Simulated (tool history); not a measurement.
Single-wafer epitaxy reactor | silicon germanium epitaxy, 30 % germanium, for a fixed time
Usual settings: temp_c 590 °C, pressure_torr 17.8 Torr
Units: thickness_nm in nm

run     day  temp_c  pressure_torr  read-back reference wafer on the same gauge, thickness_nm  thickness_nm
  1       0     595           17.8                                                     39.402         51.04
  2   1.738     595           17.8                                                     39.398        51.338
  3   2.796     590           17.8                                                     39.383        47.536
  4   4.567     590           20.7                                                     39.396        50.041
      5.262  -- gauge calibrated
      6.979  -- showerhead replaced
  5       7     590           17.8                                                     39.376         47.12
  6  11.054     590           17.8                                                     39.389         47.14
  7  13.717     590           17.8                                                     39.393        47.311
  8  16.629     590           17.8                                                     39.403        47.106
  9  18.629     590           17.8                                                     39.422        46.899
 10  20.179     590           17.8                                                     39.387        47.257
 11  21.396     597           19.7                                                     39.373        54.901
 12  24.767     590           15.5                                                     39.416        44.947
 13  27.196     590           17.8                                                      39.41        47.319
     28.383  -- pyrometer calibrated
     28.412  -- capacitance manometer re-zeroed and calibrated
 14  28.896     597           13.9                                                     39.392        48.259
 15  30.654     577           17.8                                                     39.437         38.18
 16  32.446     590           14.9                                                     39.436        44.054
 17  34.229     590           17.8                                                       39.4        47.225
 18  35.546     590           22.2                                                     39.403        51.385
 19  37.958     578           17.8                                                     39.399        38.598
 20  40.108     590           15.4                                                      39.38        44.343
 21   41.95     583           17.8                                                     39.373        41.766
 22   44.95     594             16                                                     39.404        48.442
 23  47.746     601           14.5                                                     39.399         52.06
 24  49.025     605           15.7                                                     39.408        57.474
 25  50.662     577           13.7                                                     39.403        34.242
 26  53.017     585           20.1                                                      39.43        45.514
 27  55.792     595           16.2                                                     39.397        49.451
 28  58.125     590           17.8                                                     39.405        47.331
 29  59.983     602           20.7                                                     39.368        60.925
     61.629  -- gauge calibrated
 30  61.975     590           17.8                                                     39.363        47.268
 31  63.529     590           17.8                                                     39.388         47.14
 32  66.025     590             20                                                     39.401        49.225
 33  73.812     597           17.8                                                      39.36        53.044
 34  76.271     590             22                                                     39.375        51.191

The tool's hidden state at each run:
wafer temperature above the value expected at the setpoint (K): 0 in every run
true pressure above the setpoint (%): 0 in every run
gauge reads high (%): 0 in every run
